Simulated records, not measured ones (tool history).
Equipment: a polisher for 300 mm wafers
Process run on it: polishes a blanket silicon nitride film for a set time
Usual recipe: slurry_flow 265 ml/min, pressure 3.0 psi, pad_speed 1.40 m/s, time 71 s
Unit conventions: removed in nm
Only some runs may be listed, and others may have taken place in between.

| run | hour | slurry_flow | pressure | pad_speed | time | wafers since the last listed run | wafers polished on this pad | hours since the slurry nozzle was cleaned | hours since the head pressure was calibrated | incoming thickness of the incoming film, nm | removed |
|---|---|---|---|---|---|---|---|---|---|---|---|
| 1 | 0.0 | 265 | 3.0 | 1.40 | 71 | 0 | 660 | 604.6 | 580.4 | 664.1 | 154.5 |
| 2 | 15.6 | 265 | 3.0 | 1.40 | 71 | 209 | 869 | 620.2 | 596.0 | 653.5 | 154.5 |
| 3 | 42.5 | 265 | 3.0 | 1.40 | 71 | 360 | 1230 | 647.1 | 622.9 | 658.3 | 150.8 |
|  | 50.3 | worn pad replaced by a new one |
| 4 | 76.0 | 190 | 3.0 | 1.40 | 71 | 395 | 345 | 680.6 | 656.4 | 655.2 | 148.4 |
| 5 | 110.1 | 190 | 3.0 | 1.40 | 71 | 457 | 802 | 714.7 | 690.5 | 661.9 | 147.9 |
| 6 | 127.8 | 190 | 3.0 | 1.40 | 71 | 237 | 1040 | 732.4 | 708.2 | 667.3 | 144.8 |
| 7 | 156.8 | 265 | 3.0 | 1.40 | 71 | 389 | 1429 | 761.4 | 737.2 | 659.2 | 149.5 |
|  | 173.2 | head pressure recalibrated |
|  | 175.7 | worn pad replaced by a new one |
| 8 | 179.9 | 320 | 3.7 | 1.40 | 71 | 249 | 56 | 784.5 | 6.7 | 665.1 | 192.6 |
|  | 187.0 | slurry nozzle cleaned |
| 9 | 207.3 | 320 | 3.7 | 1.40 | 71 | 354 | 410 | 20.3 | 34.1 | 660.8 | 192.3 |
| 10 | 239.4 | 265 | 3.0 | 1.40 | 71 | 430 | 841 | 52.4 | 66.2 | 658.6 | 152.9 |
| 11 | 263.4 | 265 | 3.0 | 1.40 | 71 | 321 | 1163 | 76.4 | 90.2 | 651.6 | 151.9 |
|  | 281.6 | worn pad replaced by a new one |
| 12 | 299.0 | 265 | 3.0 | 1.56 | 80 | 423 | 233 | 112.0 | 125.8 | 659.1 | 186.7 |
| 13 | 315.8 | 265 | 3.7 | 1.40 | 96 | 225 | 458 | 128.8 | 142.6 | 664.8 | 258.1 |
| 14 | 330.8 | 265 | 3.0 | 1.40 | 71 | 201 | 659 | 143.8 | 157.6 | 662.2 | 154.6 |
| 15 | 346.4 | 265 | 3.0 | 1.40 | 71 | 209 | 869 | 159.4 | 173.2 | 661.0 | 151.7 |
| 16 | 368.6 | 360 | 3.0 | 1.84 | 71 | 297 | 1167 | 181.6 | 195.4 | 654.5 | 179.7 |
|  | 398.9 | worn pad replaced by a new one |
| 17 | 402.3 | 175 | 3.0 | 1.40 | 59 | 398 | 45 | 215.3 | 229.1 | 660.7 | 120.0 |
| 18 | 425.6 | 170 | 3.7 | 1.40 | 71 | 312 | 357 | 238.6 | 252.4 | 654.9 | 175.2 |
| 19 | 452.7 | 265 | 3.0 | 1.40 | 71 | 363 | 721 | 265.7 | 279.5 | 662.8 | 153.8 |
| 20 | 478.4 | 215 | 3.0 | 1.40 | 71 | 344 | 1066 | 291.4 | 305.2 | 665.6 | 146.8 |
| 21 | 497.6 | 265 | 2.3 | 1.40 | 71 | 257 | 1323 | 310.6 | 324.4 | 660.9 | 114.4 |
|  | 507.4 | worn pad replaced by a new one |
| 22 | 529.9 | 265 | 3.0 | 1.40 | 71 | 379 | 302 | 342.9 | 356.7 | 666.0 | 156.2 |
| 23 | 552.8 | 185 | 3.0 | 1.40 | 71 | 307 | 609 | 365.8 | 379.6 | 663.3 | 146.4 |

5 ways to go on from here, each from the tool as it stands after run 23. What would each give?
| A | 553.2 | 265 | 3.0 | 1.40 | 71 | 5 | 614 | 366.2 | 380.0 | 647.5 | ? |
| B | 553.2 | 230 | 3.0 | 1.40 | 71 | 5 | 614 | 366.2 | 380.0 | 647.5 | ? |
| C | 553.2 | 320 | 3.5 | 1.70 | 71 | 5 | 614 | 366.2 | 380.0 | 647.5 | ? |
| D | 553.2 | 265 | 3.0 | 0.96 | 71 | 5 | 614 | 366.2 | 380.0 | 647.5 | ? |
| E | 553.2 | 215 | 3.0 | 1.40 | 53 | 5 | 614 | 366.2 | 380.0 | 647.5 | ? |

| run | removed |
|---|---|
| A | 153.6 |
| B | 151.0 |
| C | 201.7 |
| D | 127.6 |
| E | 111.7 |
With no hidden state in the tool, these same runs would have given:
| run | removed |
|---|---|
| A | 156.2 |
| B | 153.5 |
| C | 205.1 |
| D | 129.8 |
| E | 113.6 |

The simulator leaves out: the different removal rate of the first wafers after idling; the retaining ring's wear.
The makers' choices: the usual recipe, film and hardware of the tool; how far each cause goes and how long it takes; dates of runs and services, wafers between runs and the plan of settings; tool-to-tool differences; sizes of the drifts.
